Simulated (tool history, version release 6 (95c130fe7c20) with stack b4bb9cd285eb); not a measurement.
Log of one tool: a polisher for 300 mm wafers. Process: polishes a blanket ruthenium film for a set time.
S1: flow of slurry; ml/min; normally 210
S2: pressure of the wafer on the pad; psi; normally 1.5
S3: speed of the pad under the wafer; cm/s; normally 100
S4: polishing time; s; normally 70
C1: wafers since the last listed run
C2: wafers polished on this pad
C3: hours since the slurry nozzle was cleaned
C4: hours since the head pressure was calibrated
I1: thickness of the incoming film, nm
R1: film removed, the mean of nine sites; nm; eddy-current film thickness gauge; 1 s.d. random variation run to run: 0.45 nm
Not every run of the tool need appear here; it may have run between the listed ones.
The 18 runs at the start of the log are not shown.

{"run": 19, "day": 43.312, "S1": 210, "S2": 1.5, "S3": 100, "S4": 70, "C1": 287, "C2": 3830, "C3": 551.4, "C4": 277.4, "I1": 326.7, "R1": 56.4}
{"day": 44.979, "done": "worn pad replaced by a new one, of another model than before"}
{"run": 20, "day": 48.592, "S1": 245, "S2": 1.5, "S3": 100, "S4": 54, "C1": 981, "C2": 692, "C3": 678.1, "C4": 404.1, "I1": 331.7, "R1": 46.0}
{"day": 49.196, "done": "slurry nozzle cleaned"}
{"run": 21, "day": 51.283, "S1": 260, "S2": 1.5, "S3": 120, "S4": 81, "C1": 508, "C2": 1201, "C3": 50.1, "C4": 468.7, "I1": 334.3, "R1": 80.3}
{"run": 22, "day": 54.025, "S1": 210, "S2": 1.5, "S3": 100, "S4": 70, "C1": 526, "C2": 1727, "C3": 115.9, "C4": 534.5, "I1": 328.9, "R1": 58.9}
{"run": 23, "day": 56.904, "S1": 210, "S2": 1.5, "S3": 100, "S4": 70, "C1": 552, "C2": 2280, "C3": 185.0, "C4": 603.6, "I1": 324.4, "R1": 57.5}
{"run": 24, "day": 58.783, "S1": 185, "S2": 1.5, "S3": 100, "S4": 52, "C1": 360, "C2": 2640, "C3": 230.1, "C4": 648.7, "I1": 337.2, "R1": 42.7}
{"run": 25, "day": 61.238, "S1": 210, "S2": 1.1, "S3": 114, "S4": 70, "C1": 470, "C2": 3111, "C3": 289.0, "C4": 707.6, "I1": 326.3, "R1": 56.0}
{"run": 26, "day": 62.417, "S1": 240, "S2": 1.5, "S3": 68, "S4": 70, "C1": 226, "C2": 3337, "C3": 317.3, "C4": 735.9, "I1": 329.8, "R1": 43.3}
{"run": 27, "day": 64.8, "S1": 210, "S2": 1.5, "S3": 100, "S4": 70, "C1": 457, "C2": 3795, "C3": 374.5, "C4": 793.1, "I1": 330.8, "R1": 57.4}
{"run": 28, "day": 66.312, "S1": 210, "S2": 1.5, "S3": 100, "S4": 70, "C1": 290, "C2": 4085, "C3": 410.8, "C4": 829.4, "I1": 329.4, "R1": 56.5}
{"run": 29, "day": 68.762, "S1": 210, "S2": 1.2, "S3": 100, "S4": 70, "C1": 470, "C2": 4555, "C3": 469.6, "C4": 888.2, "I1": 333.5, "R1": 50.7}
{"day": 69.562, "done": "worn pad replaced by a new one"}
{"run": 30, "day": 70.75, "S1": 235, "S2": 1.3, "S3": 112, "S4": 56, "C1": 349, "C2": 228, "C3": 517.3, "C4": 935.9, "I1": 328.7, "R1": 48.5}
{"run": 31, "day": 73.146, "S1": 210, "S2": 1.5, "S3": 100, "S4": 70, "C1": 459, "C2": 687, "C3": 574.8, "C4": 993.4, "I1": 330.0, "R1": 58.3}
{"run": 32, "day": 75.075, "S1": 270, "S2": 1.5, "S3": 100, "S4": 70, "C1": 370, "C2": 1058, "C3": 621.1, "C4": 1039.7, "I1": 330.1, "R1": 59.6}
{"run": 33, "day": 76.704, "S1": 210, "S2": 1.5, "S3": 100, "S4": 70, "C1": 312, "C2": 1370, "C3": 660.2, "C4": 1078.8, "I1": 331.4, "R1": 57.4}

What will run 34 give?
{"run": 34, "day": 79.654, "S1": 140, "S2": 1.7, "S3": 110, "S4": 86, "C1": 566, "C2": 1936, "C3": 731.0, "C4": 1149.6, "I1": 329.3, "R1": "?"}

R1: 77.4 nm
The same run, on a tool lacking any hidden state, would have yielded R1 81.3 nm.
